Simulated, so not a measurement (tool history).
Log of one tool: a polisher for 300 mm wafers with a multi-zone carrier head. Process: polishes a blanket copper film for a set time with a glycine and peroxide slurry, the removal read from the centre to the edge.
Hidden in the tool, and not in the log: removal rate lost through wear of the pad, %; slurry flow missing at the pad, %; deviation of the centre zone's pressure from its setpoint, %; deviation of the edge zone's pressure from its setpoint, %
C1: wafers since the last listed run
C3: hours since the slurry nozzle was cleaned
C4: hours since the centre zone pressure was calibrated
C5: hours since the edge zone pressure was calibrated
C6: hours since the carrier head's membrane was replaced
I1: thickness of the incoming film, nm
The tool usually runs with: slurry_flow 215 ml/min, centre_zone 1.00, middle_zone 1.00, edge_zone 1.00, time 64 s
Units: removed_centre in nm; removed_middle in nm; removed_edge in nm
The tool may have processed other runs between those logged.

run 1 hour=0.0 | slurry_flow=215 centre_zone=1.00 middle_zone=1.00 edge_zone=1.00 time=64 | C1=0 wafers_polished_on_this_pad=399 C3=103.4 C4=311.0 C5=837.5 C6=553.5 | I1=1456.2 | removed_centre=305.9 removed_middle=309.4 removed_edge=301.7
run 2 hour=60.7 | slurry_flow=215 centre_zone=1.00 middle_zone=1.00 edge_zone=1.00 time=64 | C1=681 wafers_polished_on_this_pad=1081 C3=164.1 C4=371.7 C5=898.2 C6=614.2 | I1=1434.9 | removed_centre=307.2 removed_middle=311.1 removed_edge=291.2
-- hour=79.1 carrier head's membrane replaced by a new one
run 3 hour=89.7 | slurry_flow=215 centre_zone=1.06 middle_zone=0.94 edge_zone=1.00 time=64 | C1=269 wafers_polished_on_this_pad=1350 C3=193.1 C4=400.7 C5=927.2 C6=10.6 | I1=1441.9 | removed_centre=321.2 removed_middle=297.6 removed_edge=301.7
-- hour=103.6 edge zone pressure recalibrated
-- hour=134.0 worn pad replaced by a new one
run 4 hour=135.6 | slurry_flow=215 centre_zone=1.06 middle_zone=0.94 edge_zone=1.00 time=64 | C1=448 wafers_polished_on_this_pad=18 C3=239.0 C4=446.6 C5=32.0 C6=56.5 | I1=1446.6 | removed_centre=324.0 removed_middle=292.2 removed_edge=306.7
-- hour=159.1 slurry nozzle cleaned
run 5 hour=207.9 | slurry_flow=215 centre_zone=1.00 middle_zone=0.96 edge_zone=1.00 time=64 | C1=801 wafers_polished_on_this_pad=819 C3=48.8 C4=518.9 C5=104.3 C6=128.8 | I1=1470.5 | removed_centre=307.7 removed_middle=301.2 removed_edge=307.0
run 6 hour=240.2 | slurry_flow=215 centre_zone=1.06 middle_zone=1.04 edge_zone=0.92 time=64 | C1=362 wafers_polished_on_this_pad=1182 C3=81.1 C4=551.2 C5=136.6 C6=161.1 | I1=1444.8 | removed_centre=318.6 removed_middle=319.2 removed_edge=288.6
run 7 hour=273.7 | slurry_flow=215 centre_zone=1.07 middle_zone=1.05 edge_zone=1.00 time=64 | C1=376 wafers_polished_on_this_pad=1558 C3=114.6 C4=584.7 C5=170.1 C6=194.6 | I1=1424.0 | removed_centre=326.4 removed_middle=322.7 removed_edge=301.8
-- hour=279.8 worn pad replaced by a new one
run 8 hour=288.4 | slurry_flow=215 centre_zone=1.00 middle_zone=1.09 edge_zone=1.00 time=48 | C1=120 wafers_polished_on_this_pad=96 C3=129.3 C4=599.4 C5=184.8 C6=209.3 | I1=1445.5 | removed_centre=229.8 removed_middle=244.4 removed_edge=227.3
-- hour=290.6 centre zone pressure recalibrated
run 9 hour=317.3 | slurry_flow=215 centre_zone=1.00 middle_zone=1.00 edge_zone=1.00 time=42 | C1=302 wafers_polished_on_this_pad=398 C3=158.2 C4=26.7 C5=213.7 C6=238.2 | I1=1453.8 | removed_centre=200.4 removed_middle=201.3 removed_edge=193.9
run 10 hour=338.2 | slurry_flow=215 centre_zone=1.00 middle_zone=1.10 edge_zone=1.09 time=64 | C1=234 wafers_polished_on_this_pad=633 C3=179.1 C4=47.6 C5=234.6 C6=259.1 | I1=1440.4 | removed_centre=310.9 removed_middle=330.9 removed_edge=310.8
run 11 hour=362.9 | slurry_flow=285 centre_zone=0.90 middle_zone=1.00 edge_zone=1.00 time=64 | C1=277 wafers_polished_on_this_pad=911 C3=203.8 C4=72.3 C5=259.3 C6=283.8 | I1=1436.6 | removed_centre=281.5 removed_middle=325.7 removed_edge=305.6
-- hour=390.3 slurry nozzle cleaned
run 12 hour=397.3 | slurry_flow=215 centre_zone=1.00 middle_zone=1.00 edge_zone=1.00 time=64 | C1=375 wafers_polished_on_this_pad=1286 C3=7.0 C4=106.7 C5=293.7 C6=318.2 | I1=1443.5 | removed_centre=307.7 removed_middle=308.4 removed_edge=298.0
run 13 hour=414.7 | slurry_flow=215 centre_zone=1.00 middle_zone=1.06 edge_zone=1.00 time=47 | C1=195 wafers_polished_on_this_pad=1481 C3=24.4 C4=124.1 C5=311.1 C6=335.6 | I1=1455.5 | removed_centre=227.1 removed_middle=239.0 removed_edge=219.7
-- hour=423.6 worn pad replaced by a new one
run 14 hour=426.7 | slurry_flow=180 centre_zone=1.00 middle_zone=1.06 edge_zone=1.00 time=70 | C1=89 wafers_polished_on_this_pad=35 C3=36.4 C4=136.1 C5=323.1 C6=347.6 | I1=1465.0 | removed_centre=329.5 removed_middle=345.1 removed_edge=327.7
run 15 hour=440.6 | slurry_flow=215 centre_zone=1.12 middle_zone=0.92 edge_zone=0.96 time=64 | C1=156 wafers_polished_on_this_pad=191 C3=50.3 C4=150.0 C5=337.0 C6=361.5 | I1=1435.6 | removed_centre=345.5 removed_middle=289.1 removed_edge=291.4
run 16 hour=455.6 | slurry_flow=215 centre_zone=1.00 middle_zone=1.00 edge_zone=1.05 time=64 | C1=168 wafers_polished_on_this_pad=360 C3=65.3 C4=165.0 C5=352.0 C6=376.5 | I1=1442.1 | removed_centre=304.5 removed_middle=308.7 removed_edge=309.1
run 17 hour=468.3 | slurry_flow=215 centre_zone=1.00 middle_zone=1.00 edge_zone=1.00 time=64 | C1=142 wafers_polished_on_this_pad=502 C3=78.0 C4=177.7 C5=364.7 C6=389.2 | I1=1424.5 | removed_centre=303.9 removed_middle=314.0 removed_edge=293.7
run 18 hour=494.0 | slurry_flow=215 centre_zone=1.00 middle_zone=1.00 edge_zone=1.00 time=64 | C1=288 wafers_polished_on_this_pad=791 C3=103.7 C4=203.4 C5=390.4 C6=414.9 | I1=1462.9 | removed_centre=303.9 removed_middle=302.1 removed_edge=293.9
run 19 hour=510.0 | slurry_flow=215 centre_zone=1.00 middle_zone=1.00 edge_zone=1.00 time=64 | C1=179 wafers_polished_on_this_pad=971 C3=119.7 C4=219.4 C5=406.4 C6=430.9 | I1=1441.5 | removed_centre=302.6 removed_middle=313.8 removed_edge=301.0
run 20 hour=536.0 | slurry_flow=215 centre_zone=0.97 middle_zone=0.93 edge_zone=1.03 time=64 | C1=292 wafers_polished_on_this_pad=1263 C3=145.7 C4=245.4 C5=432.4 C6=456.9 | I1=1431.8 | removed_centre=293.2 removed_middle=294.0 removed_edge=303.5
run 21 hour=552.5 | slurry_flow=215 centre_zone=1.11 middle_zone=1.03 edge_zone=0.91 time=56 | C1=185 wafers_polished_on_this_pad=1448 C3=162.2 C4=261.9 C5=448.9 C6=473.4 | I1=1434.2 | removed_centre=298.3 removed_middle=279.7 removed_edge=245.1

Branching from run 21: 5 alternative next runs. What would each branch give?
run A hour=552.9 | slurry_flow=215 centre_zone=1.00 middle_zone=1.00 edge_zone=1.00 time=64 | C1=4 wafers_polished_on_this_pad=1453 C3=162.6 C4=262.3 C5=449.3 C6=473.8 | I1=1430.9 | removed_centre=? removed_middle=? removed_edge=?
run B hour=552.9 | slurry_flow=215 centre_zone=1.00 middle_zone=0.91 edge_zone=1.00 time=80 | C1=4 wafers_polished_on_this_pad=1453 C3=162.6 C4=262.3 C5=449.3 C6=473.8 | I1=1430.9 | removed_centre=? removed_middle=? removed_edge=?
run C hour=552.9 | slurry_flow=175 centre_zone=1.00 middle_zone=1.08 edge_zone=1.05 time=80 | C1=4 wafers_polished_on_this_pad=1453 C3=162.6 C4=262.3 C5=449.3 C6=473.8 | I1=1430.9 | removed_centre=? removed_middle=? removed_edge=?
run D hour=552.9 | slurry_flow=215 centre_zone=1.00 middle_zone=1.10 edge_zone=1.00 time=64 | C1=4 wafers_polished_on_this_pad=1453 C3=162.6 C4=262.3 C5=449.3 C6=473.8 | I1=1430.9 | removed_centre=? removed_middle=? removed_edge=?
run E hour=552.9 | slurry_flow=275 centre_zone=1.00 middle_zone=1.00 edge_zone=0.89 time=57 | C1=4 wafers_polished_on_this_pad=1453 C3=162.6 C4=262.3 C5=449.3 C6=473.8 | I1=1430.9 | removed_centre=? removed_middle=? removed_edge=?

run=A removed_centre=303.6 removed_middle=315.8 removed_edge=305.8
run=B removed_centre=379.3 removed_middle=364.8 removed_edge=382.8
run=C removed_centre=370.9 removed_middle=412.7 removed_edge=384.9
run=D removed_centre=303.9 removed_middle=342.5 removed_edge=305.4
run=E removed_centre=277.4 removed_middle=287.8 removed_edge=262.6
What these runs would have given with no unlogged condition in the tool:
run=A removed_centre=303.6 removed_middle=315.8 removed_edge=305.8
run=B removed_centre=379.3 removed_middle=364.8 removed_edge=382.8
run=C removed_centre=370.9 removed_middle=412.7 removed_edge=384.9
run=D removed_centre=303.9 removed_middle=342.5 removed_edge=305.4
run=E removed_centre=277.4 removed_middle=287.8 removed_edge=262.6

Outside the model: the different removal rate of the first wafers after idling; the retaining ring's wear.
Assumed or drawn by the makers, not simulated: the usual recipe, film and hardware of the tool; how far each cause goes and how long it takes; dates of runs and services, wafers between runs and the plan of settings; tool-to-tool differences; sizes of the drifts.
